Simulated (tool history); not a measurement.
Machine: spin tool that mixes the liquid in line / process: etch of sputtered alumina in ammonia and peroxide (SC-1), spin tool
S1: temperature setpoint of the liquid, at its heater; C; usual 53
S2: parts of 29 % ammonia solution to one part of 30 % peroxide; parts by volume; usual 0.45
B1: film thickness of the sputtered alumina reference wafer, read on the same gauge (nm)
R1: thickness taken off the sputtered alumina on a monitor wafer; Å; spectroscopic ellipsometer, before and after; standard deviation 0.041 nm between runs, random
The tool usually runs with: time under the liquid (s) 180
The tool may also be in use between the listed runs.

{"run": 1, "hour": 0.0, "S1": 56, "S2": 0.45, "time under the liquid (s)": 180, "B1": 100, "R1": 141.4}
{"run": 2, "hour": 39.1, "S1": 56.5, "S2": 0.55, "time under the liquid (s)": 135, "B1": 99.98, "R1": 110}
{"run": 3, "hour": 77.9, "S1": 53, "S2": 0.45, "time under the liquid (s)": 180, "B1": 99.99, "R1": 120.3}
{"run": 4, "hour": 146.8, "S1": 59, "S2": 0.45, "time under the liquid (s)": 180, "B1": 100, "R1": 164.5}
{"run": 5, "hour": 200.9, "S1": 53, "S2": 0.45, "time under the liquid (s)": 180, "B1": 99.99, "R1": 120.5}
{"run": 6, "hour": 238.3, "S1": 60, "S2": 0.45, "time under the liquid (s)": 80, "B1": 99.99, "R1": 76.7}
{"run": 7, "hour": 263.2, "S1": 61.5, "S2": 0.45, "time under the liquid (s)": 245, "B1": 100, "R1": 254.8}
{"run": 8, "hour": 304.4, "S1": 53, "S2": 0.45, "time under the liquid (s)": 180, "B1": 100.01, "R1": 120.1}
{"run": 9, "hour": 353.5, "S1": 53, "S2": 0.35, "time under the liquid (s)": 180, "B1": 99.99, "R1": 117}
{"run": 10, "hour": 396.0, "S1": 53, "S2": 0.3, "time under the liquid (s)": 180, "B1": 99.99, "R1": 114.3}
{"run": 11, "hour": 426.1, "S1": 47.5, "S2": 0.55, "time under the liquid (s)": 95, "B1": 100.01, "R1": 47.4}
{"run": 12, "hour": 455.2, "S1": 53, "S2": 0.45, "time under the liquid (s)": 245, "B1": 100.02, "R1": 162.5}
{"hour": 470.4, "done": "ammonia flow meter replaced"}
{"run": 13, "hour": 525.3, "S1": 59.5, "S2": 0.45, "time under the liquid (s)": 75, "B1": 100, "R1": 69.9}
{"hour": 569.6, "done": "gauge calibrated"}
{"run": 14, "hour": 595.5, "S1": 56, "S2": 0.6, "time under the liquid (s)": 145, "B1": 99.99, "R1": 116.5}
{"run": 15, "hour": 634.3, "S1": 47.5, "S2": 0.55, "time under the liquid (s)": 180, "B1": 100.03, "R1": 90.5}
{"run": 16, "hour": 670.4, "S1": 50, "S2": 0.45, "time under the liquid (s)": 180, "B1": 99.99, "R1": 101.9}
{"run": 17, "hour": 733.6, "S1": 59, "S2": 0.45, "time under the liquid (s)": 180, "B1": 100.01, "R1": 164.3}
{"hour": 772.7, "done": "new drum of ammonia solution connected"}
{"run": 18, "hour": 786.5, "S1": 53, "S2": 0.45, "time under the liquid (s)": 180, "B1": 100.01, "R1": 120.3}
{"run": 19, "hour": 832.8, "S1": 47, "S2": 0.45, "time under the liquid (s)": 80, "B1": 100.01, "R1": 38.8}
{"run": 20, "hour": 881.2, "S1": 43.5, "S2": 0.4, "time under the liquid (s)": 230, "B1": 100, "R1": 89.3}

What will run 21 give?
{"run": 21, "hour": 941.7, "S1": 59.5, "S2": 0.35, "time under the liquid (s)": 230, "B1": "?", "R1": "?"}

{"run 21": {"B1": 99.99, "R1": 212.3}}
On a tool with no hidden condition, and with the same random variation, this run would have come out at R1 212.9 Å.
